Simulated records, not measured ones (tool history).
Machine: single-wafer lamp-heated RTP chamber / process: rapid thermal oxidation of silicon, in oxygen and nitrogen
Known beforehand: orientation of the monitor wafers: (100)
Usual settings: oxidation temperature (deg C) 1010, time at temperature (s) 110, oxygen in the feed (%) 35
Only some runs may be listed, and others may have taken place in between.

run,hour,oxidation temperature (deg C),time at temperature (s),oxygen in the feed (%),"read-back reference wafer on the same gauge, thickness",oxide thickness on the monitor wafer (angstrom)
1,0.0,1010,110,35,6.439,64.55
2,50.9,1010,110,35,6.432,65.65
3,111.2,1010,110,35,6.444,66.06
4,146.8,1003,110,35,6.437,63.43
5,178.8,1003,110,35,6.442,63.86
# hour 385.2: oxygen flow controller replaced
6,390.7,1003,110,35,6.436,64.16
7,429.7,1010,110,35,6.447,67.66
# hour 483.1: pyrometer window cleaned and pyrometer calibrated
8,497.8,986,69,63,6.437,54.08
# hour 531.4: gauge calibrated
9,559.3,1010,110,35,6.445,64.72
10,602.6,995,110,35,6.449,59.01
11,669.1,1010,85,26,6.440,53.56
12,767.5,1018,110,35,6.443,70.53
13,825.4,1010,110,35,6.438,67.32
14,855.1,987,110,35,6.443,57.69

Pick out some run-to-run changes in oxide thickness on the monitor wafer (angstrom). Of each, how much would a tool without hidden state show as well, from the settings, what came in and chance, and how much is left for the hidden state and any gauge scatter not in both results compared?
Hidden state at play: true wafer temperature minus pyrometer reading, K; deviation of the oxygen flow from its setpoint, %; gauge reads high (%).
Run 7 -> 8: oxidation temperature (deg C) 1010 -> 986, time at temperature (s) 110 -> 69, oxygen in the feed (%) 35 -> 63, pyrometer window cleaned and pyrometer calibrated. oxide thickness on the monitor wafer (angstrom) -13.58: hidden state -3.94, all else -9.64.
Run 11 -> 12: oxidation temperature (deg C) 1010 -> 1018, time at temperature (s) 85 -> 110, oxygen in the feed (%) 26 -> 35. oxide thickness on the monitor wafer (angstrom) +16.97: hidden state +1.63, all else +15.34.

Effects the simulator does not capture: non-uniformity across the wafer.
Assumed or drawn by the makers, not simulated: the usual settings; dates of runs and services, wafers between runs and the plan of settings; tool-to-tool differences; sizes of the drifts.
